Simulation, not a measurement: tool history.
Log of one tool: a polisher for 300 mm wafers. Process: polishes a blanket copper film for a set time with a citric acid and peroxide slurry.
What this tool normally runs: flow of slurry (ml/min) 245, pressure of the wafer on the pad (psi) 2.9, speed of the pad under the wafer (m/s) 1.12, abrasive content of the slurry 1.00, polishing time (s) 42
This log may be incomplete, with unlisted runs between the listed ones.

run,hour,flow of slurry (ml/min),pressure of the wafer on the pad (psi),speed of the pad under the wafer (m/s),abrasive content of the slurry,polishing time (s),wafers since the last listed run,wafers polished on this pad,hours since the slurry nozzle was cleaned,hours since the head pressure was calibrated,hours since the slurry blender was calibrated,"incoming thickness of the incoming film, nm",film removed (nm)
1,0.0,215,3.4,1.12,1.00,42,0,10,624.0,828.6,107.5,510.8,120.0
2,12.7,215,3.4,1.12,1.00,42,90,100,636.7,841.3,120.2,510.0,120.2
3,29.3,245,2.9,1.12,1.00,42,118,219,653.3,857.9,136.8,512.5,106.2
4,38.1,245,2.9,1.12,1.00,42,62,282,662.1,866.7,145.6,501.4,102.1
5,48.6,245,2.9,1.12,1.00,42,75,357,672.6,877.2,156.1,516.6,100.2
6,63.8,245,2.9,1.12,1.00,42,108,465,687.8,892.4,171.3,509.3,99.8
# hour 74.7: slurry blender recalibrated
7,75.2,245,2.9,1.12,1.00,42,67,533,699.2,903.8,0.5,504.2,93.1
8,90.0,245,2.9,1.12,1.00,42,105,638,714.0,918.6,15.3,514.8,90.2
# hour 98.6: worn pad replaced by a new one
9,103.9,245,2.9,1.12,1.00,42,70,37,727.9,932.5,29.2,510.2,102.7
10,121.7,245,2.9,1.12,1.00,42,127,164,745.7,950.3,47.0,506.8,99.0
11,133.3,245,2.3,1.12,1.00,31,82,247,757.3,961.9,58.6,506.7,60.2
12,145.6,300,2.1,0.84,0.75,42,87,335,769.6,974.2,70.9,520.2,50.8
13,162.5,245,2.4,0.88,1.00,42,120,456,786.5,991.1,87.8,511.1,62.4
14,172.8,245,2.9,1.12,1.00,42,73,529,796.8,1001.4,98.1,503.0,93.4
15,186.8,245,2.9,1.44,1.00,47,100,630,810.8,1015.4,112.1,505.5,127.5

What will run 16 give?
# hour 192.3: head pressure recalibrated
# hour 198.1: worn pad replaced by a new one
16,202.3,245,2.9,1.12,1.10,52,67,30,826.3,10.0,127.6,510.6,?

For run 16 the tool returned film removed (nm) 143.1.
With no hidden state in the tool, this same run would have given film removed (nm) 148.8.
